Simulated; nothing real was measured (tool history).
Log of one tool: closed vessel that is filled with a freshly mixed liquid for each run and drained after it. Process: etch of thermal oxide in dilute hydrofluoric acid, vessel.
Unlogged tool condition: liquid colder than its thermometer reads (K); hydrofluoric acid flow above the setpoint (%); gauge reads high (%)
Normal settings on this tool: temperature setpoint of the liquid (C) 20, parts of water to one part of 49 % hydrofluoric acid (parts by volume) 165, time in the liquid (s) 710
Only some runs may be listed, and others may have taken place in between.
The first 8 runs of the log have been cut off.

run,hour,temperature setpoint of the liquid (C),parts of water to one part of 49 % hydrofluoric acid (parts by volume),time in the liquid (s),wafers since the last listed run,hours since the thermometer was replaced,hours since the hydrofluoric acid flow meter was replaced,hours since the gauge calibration,"read-back film thickness of the thermal oxide reference wafer, read on the same gauge (nm)",thickness taken off the thermal oxide on a monitor wafer (Å)
9,96.6,20,165,710,766,1043.9,2064.4,366.6,70.03,185.9
10,105.8,20,165,710,473,1053.1,2073.6,375.8,70,184.1
11,115,20,125,710,473,1062.3,2082.8,385,70,251
# hour 119.6: gauge calibrated
12,127.4,20,125,710,637,1074.7,2095.2,7.8,69.98,253.1
13,138,20,165,710,545,1085.3,2105.8,18.4,70.02,185
14,144.5,20,230,710,334,1091.8,2112.3,24.9,69.99,126.9
15,155.6,20,165,925,570,1102.9,2123.4,36,69.99,240.7
16,172.4,20,130,855,863,1119.7,2140.2,52.8,70,291.6
17,184.7,24,85,455,632,1132,2152.5,65.1,70.01,294.6
18,219.3,20,245,710,1779,1166.6,2187.1,99.7,70,115.7
19,228.9,20,135,710,493,1176.2,2196.7,109.3,69.98,233
# hour 236.3: thermometer replaced
20,239.9,20,165,710,514,3.6,2207.7,120.3,70,197.7
# hour 247.1: hydrofluoric acid flow meter replaced
21,251.7,17,105,710,555,15.4,4.6,132.1,70,256.1
22,265.9,20,165,510,730,29.6,18.8,146.3,70.01,124.4
23,281.3,20,195,835,791,45,34.2,161.7,70,165.3
24,298.1,17,210,430,863,61.8,51,178.5,69.99,70.7
25,304.8,20,165,710,344,68.5,57.7,185.2,69.98,173.5
26,312.9,17,135,520,416,76.6,65.8,193.3,70,140
27,322.5,20,165,710,493,86.2,75.4,202.9,69.99,171.7
28,336,20,125,710,694,99.7,88.9,216.4,70,237.1
29,349.3,20,165,825,683,113,102.2,229.7,70.01,202.9
30,363.9,17,90,515,750,127.6,116.8,244.3,69.98,218.7
31,381.6,17.5,165,1090,910,145.3,134.5,262,70,239
32,396,20,230,710,740,159.7,148.9,276.4,69.99,114.9

Estimate the outcome of run 33 from the log above:
33,409.3,20,165,710,683,173,162.2,289.7,?,?

read-back film thickness of the thermal oxide reference wafer, read on the same gauge (nm): 70
thickness taken off the thermal oxide on a monitor wafer (Å): 171.4
If the tool had no hidden condition, the same run with the same run-to-run variation would have returned thickness taken off the thermal oxide on a monitor wafer (Å) 171.2.
